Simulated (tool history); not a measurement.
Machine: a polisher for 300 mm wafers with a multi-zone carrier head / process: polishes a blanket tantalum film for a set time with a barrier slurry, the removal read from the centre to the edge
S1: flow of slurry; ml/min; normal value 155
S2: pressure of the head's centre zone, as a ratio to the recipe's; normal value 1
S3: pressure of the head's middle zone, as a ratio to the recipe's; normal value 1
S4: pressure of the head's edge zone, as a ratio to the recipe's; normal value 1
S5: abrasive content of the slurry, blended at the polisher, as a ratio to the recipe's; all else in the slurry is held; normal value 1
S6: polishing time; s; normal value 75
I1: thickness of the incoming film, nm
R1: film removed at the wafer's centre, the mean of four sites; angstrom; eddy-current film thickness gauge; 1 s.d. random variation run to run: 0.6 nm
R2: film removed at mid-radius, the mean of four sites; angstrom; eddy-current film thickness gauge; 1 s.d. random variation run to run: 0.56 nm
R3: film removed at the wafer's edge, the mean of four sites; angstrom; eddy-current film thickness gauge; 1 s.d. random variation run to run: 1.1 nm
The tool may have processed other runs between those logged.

{"run": 1, "day": 0.0, "S1": 155, "S2": 1, "S3": 1, "S4": 1, "S5": 1, "S6": 75, "I1": 254.6, "R1": 805, "R2": 809, "R3": 832}
{"run": 2, "day": 1.404, "S1": 155, "S2": 0.96, "S3": 1, "S4": 0.91, "S5": 1, "S6": 75, "I1": 263.7, "R1": 774, "R2": 814, "R3": 799}
{"run": 3, "day": 3.762, "S1": 155, "S2": 0.96, "S3": 1, "S4": 0.91, "S5": 1, "S6": 75, "I1": 257.6, "R1": 785, "R2": 819, "R3": 785}
{"day": 4.858, "done": "worn pad replaced by a new one"}
{"run": 4, "day": 6.725, "S1": 155, "S2": 0.96, "S3": 1, "S4": 0.91, "S5": 1, "S6": 75, "I1": 258.6, "R1": 768, "R2": 814, "R3": 783}
{"day": 8.221, "done": "carrier head's membrane replaced by a new one"}
{"run": 5, "day": 8.567, "S1": 155, "S2": 1, "S3": 1, "S4": 1, "S5": 1, "S6": 61, "I1": 256.2, "R1": 648, "R2": 666, "R3": 662}
{"run": 6, "day": 10.988, "S1": 155, "S2": 1, "S3": 1, "S4": 1, "S5": 1, "S6": 61, "I1": 263.3, "R1": 644, "R2": 662, "R3": 677}
{"run": 7, "day": 12.708, "S1": 110, "S2": 1, "S3": 1.1, "S4": 1, "S5": 0.8, "S6": 94, "I1": 259.6, "R1": 870, "R2": 974, "R3": 938}
{"run": 8, "day": 13.929, "S1": 155, "S2": 1, "S3": 1, "S4": 1, "S5": 1, "S6": 75, "I1": 264.6, "R1": 801, "R2": 811, "R3": 831}
{"day": 14.808, "done": "slurry nozzle cleaned"}
{"day": 15.521, "done": "worn pad replaced by a new one"}
{"day": 15.917, "done": "edge zone pressure recalibrated"}
{"run": 9, "day": 16.346, "S1": 180, "S2": 1, "S3": 1.11, "S4": 0.96, "S5": 1, "S6": 75, "I1": 259.4, "R1": 827, "R2": 921, "R3": 811}
{"run": 10, "day": 18.717, "S1": 155, "S2": 1, "S3": 1, "S4": 1, "S5": 1, "S6": 75, "I1": 259.8, "R1": 806, "R2": 817, "R3": 853}
{"day": 20.167, "done": "centre zone pressure recalibrated"}
{"run": 11, "day": 20.679, "S1": 170, "S2": 1.06, "S3": 1, "S4": 1, "S5": 1, "S6": 75, "I1": 262.8, "R1": 852, "R2": 825, "R3": 855}
{"run": 12, "day": 23.229, "S1": 155, "S2": 1, "S3": 0.96, "S4": 1.05, "S5": 1, "S6": 75, "I1": 257.2, "R1": 796, "R2": 782, "R3": 850}
{"run": 13, "day": 24.604, "S1": 155, "S2": 1, "S3": 1, "S4": 1, "S5": 1, "S6": 75, "I1": 260, "R1": 799, "R2": 815, "R3": 827}
{"run": 14, "day": 26.654, "S1": 130, "S2": 1, "S3": 1, "S4": 1, "S5": 1, "S6": 75, "I1": 263.2, "R1": 762, "R2": 794, "R3": 805}
{"day": 28.108, "done": "worn pad replaced by a new one"}
{"run": 15, "day": 28.129, "S1": 155, "S2": 0.92, "S3": 1, "S4": 1.09, "S5": 1.15, "S6": 89, "I1": 261.2, "R1": 903, "R2": 1004, "R3": 1047}
{"run": 16, "day": 30.512, "S1": 125, "S2": 1, "S3": 1, "S4": 1, "S5": 1.2, "S6": 75, "I1": 257.2, "R1": 772, "R2": 804, "R3": 821}
{"run": 17, "day": 32.692, "S1": 155, "S2": 0.96, "S3": 1, "S4": 0.91, "S5": 1, "S6": 75, "I1": 254.9, "R1": 773, "R2": 812, "R3": 789}
{"run": 18, "day": 34.508, "S1": 155, "S2": 1, "S3": 1, "S4": 1, "S5": 1, "S6": 75, "I1": 255.7, "R1": 789, "R2": 821, "R3": 839}
{"run": 19, "day": 37.142, "S1": 205, "S2": 1.04, "S3": 1, "S4": 1.03, "S5": 0.85, "S6": 75, "I1": 258.6, "R1": 843, "R2": 832, "R3": 848}
{"day": 38.608, "done": "slurry nozzle cleaned"}
{"run": 20, "day": 40.117, "S1": 155, "S2": 1, "S3": 1, "S4": 1, "S5": 1, "S6": 93, "I1": 260.5, "R1": 994, "R2": 1024, "R3": 1021}
{"run": 21, "day": 41.212, "S1": 155, "S2": 1, "S3": 1, "S4": 1, "S5": 1, "S6": 75, "I1": 259.8, "R1": 795, "R2": 814, "R3": 837}

Forecast each of these 5 alternatives for the next run:
{"run": "A", "day": 41.233, "S1": 155, "S2": 1, "S3": 1, "S4": 1, "S5": 1, "S6": 75, "I1": 262, "R1": "?", "R2": "?", "R3": "?"}
{"run": "B", "day": 41.233, "S1": 155, "S2": 1, "S3": 1, "S4": 1, "S5": 0.9, "S6": 60, "I1": 262, "R1": "?", "R2": "?", "R3": "?"}
{"run": "C", "day": 41.233, "S1": 200, "S2": 1, "S3": 1.11, "S4": 0.95, "S5": 1, "S6": 75, "I1": 262, "R1": "?", "R2": "?", "R3": "?"}
{"run": "D", "day": 41.233, "S1": 135, "S2": 1, "S3": 1, "S4": 1, "S5": 1, "S6": 99, "I1": 262, "R1": "?", "R2": "?", "R3": "?"}
{"run": "E", "day": 41.233, "S1": 155, "S2": 0.9, "S3": 1, "S4": 1, "S5": 1, "S6": 75, "I1": 262, "R1": "?", "R2": "?", "R3": "?"}

run=A R1=802 R2=811 R3=821
run=B R1=628 R2=635 R3=643
run=C R1=844 R2=925 R3=826
run=D R1=1023 R2=1038 R3=1061
run=E R1=737 R2=811 R3=821
Had the tool no hidden state, the same runs would have come out as:
run=A R1=802 R2=811 R3=821
run=B R1=628 R2=635 R3=643
run=C R1=844 R2=925 R3=826
run=D R1=1023 R2=1038 R3=1061
run=E R1=737 R2=811 R3=821
